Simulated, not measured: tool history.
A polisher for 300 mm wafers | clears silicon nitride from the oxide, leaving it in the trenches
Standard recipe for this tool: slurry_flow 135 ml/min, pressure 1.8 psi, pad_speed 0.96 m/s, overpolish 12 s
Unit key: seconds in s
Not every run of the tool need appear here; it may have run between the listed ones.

run,day,slurry_flow,pressure,pad_speed,overpolish,"incoming thickness of the incoming film, nm",seconds
1,0,135,1.8,0.96,12,94.2,167.8
2,1.088,135,1.8,0.96,12,94.5,165.3
3,2.279,135,1.8,0.96,14,94.9,177.8
# day 3.146: worn pad replaced by a new one
4,3.438,135,1.8,0.96,14,95.2,179
5,4.667,135,1.8,0.96,12,95.5,185.2
6,5.262,135,1.8,0.96,12,96,191.6
# day 5.975: slurry nozzle cleaned
7,6.167,135,1.8,0.96,12,93,162.8
8,6.871,135,1.8,0.96,12,95.2,161.7
9,8.267,135,1.8,0.96,12,96.7,166.1
10,8.933,135,1.8,0.96,12,94.3,161.8
11,9.921,135,1.8,0.96,9,94.7,164
# day 11.033: head pressure recalibrated
12,11.404,135,1.8,0.96,9,94,164.9
# day 13.404: worn pad replaced by a new one
13,15.033,135,1.8,0.96,9,95.6,164.3
14,15.658,135,1.8,0.96,12,93.8,160
15,16.192,135,1.8,0.96,12,96,167.2
16,16.908,135,1.8,0.96,12,95.2,165.2
17,17.479,135,1.8,0.96,12,94.8,167.4
18,18.079,135,1.8,0.96,12,94.4,167.9
19,18.925,150,1.8,0.96,12,93.4,168.9
20,19.75,135,1.8,0.96,7,93.2,173.9
21,20.25,115,1.8,0.96,10,95.5,188.8
22,21.625,90,2.2,0.84,8,96.7,210.4
23,23.117,90,1.8,0.96,12,94.5,229.1
# day 23.204: slurry nozzle cleaned
# day 23.596: worn pad replaced by a new one, of another model than before
24,24.254,135,1.4,0.82,17,94.8,224.6
25,25.254,150,1.3,1.14,12,94.3,201.6
26,26.533,105,1.8,0.96,12,95.4,172.2
27,27.262,135,1.8,0.96,12,95.1,165.6
28,28.625,100,1.8,0.96,10,94.2,167.6
29,29.242,135,1.8,0.96,12,94.5,159.7
30,30.358,135,1.8,0.96,12,93,164
31,31.483,135,1.8,0.96,12,93.3,163.5
32,32.192,135,1.8,0.96,12,95.3,166.1
33,33.033,155,1.3,0.96,12,95.3,230.9
# day 33.933: worn pad replaced by a new one
34,34.238,135,2.4,0.96,12,96.1,122.3
35,35.042,135,1.8,0.84,12,94.4,173.6

Predict each of these 5 candidate next runs independently; none follows another, all start after run 35:
A,35.062,135,1.8,1.1,12,94.9,?
B,35.062,105,2.1,0.96,12,94.9,?
C,35.062,135,1.6,0.96,12,94.9,?
D,35.062,150,1.4,0.8,18,94.9,?
E,35.062,160,1.4,0.96,12,94.9,?

run,seconds
A,158.7
B,150
C,190.8
D,233.5
E,213.6
Take away the tool's hidden state, keep each run's random variation, and the runs would have read:
run,seconds
A,154.3
B,145.3
C,185.5
D,227.3
E,208.1
